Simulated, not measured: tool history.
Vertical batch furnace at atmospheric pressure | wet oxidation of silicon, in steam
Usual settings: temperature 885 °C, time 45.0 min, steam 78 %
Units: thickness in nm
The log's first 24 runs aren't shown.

run    hour  temperature  time  steam  read-back reference wafer on the same gauge, thickness  thickness
 25  1924.2          899  61.5     78                                                  145.18     203.09
 26  2003.0          870  24.5     86                                                  145.19      90.38
 27  2045.2          885  45.0     78                                                  144.89     142.82
 28  2092.2          867  67.5     67                                                  145.17     139.88
 29  2187.9          885  45.0     78                                                  144.78     144.79
     2258.1  -- steam generator serviced
 30  2292.7          874  34.0     68                                                  145.15      98.84
 31  2330.3          898  31.5     82                                                  145.24     133.57
 32  2428.6          885  30.0     78                                                  145.28     111.10
 33  2478.2          861  23.0     78                                                  144.81      76.29
 34  2575.2          866  37.0     78                                                  144.91     103.88
 35  2611.3          885  53.5     73                                                  144.86     154.52
 36  2684.5          871  52.5     71                                                  145.12     127.18
 37  2769.5          885  45.0     78                                                  145.49     143.94

Forecast each of these 3 alternatives for the next run:
  A  2774.0          868  45.0     78                                                       ?          ?
  B  2774.0          876  45.0     85                                                       ?          ?
  C  2774.0          902  45.0     86                                                       ?          ?

run  read-back reference wafer on the same gauge, thickness  thickness
  A                                                  145.12     120.87
  B                                                  145.12     139.05
  C                                                  145.12     182.86
Without the tool's hidden state the same runs would have given:
run  thickness
  A     120.87
  B     139.05
  C     182.86
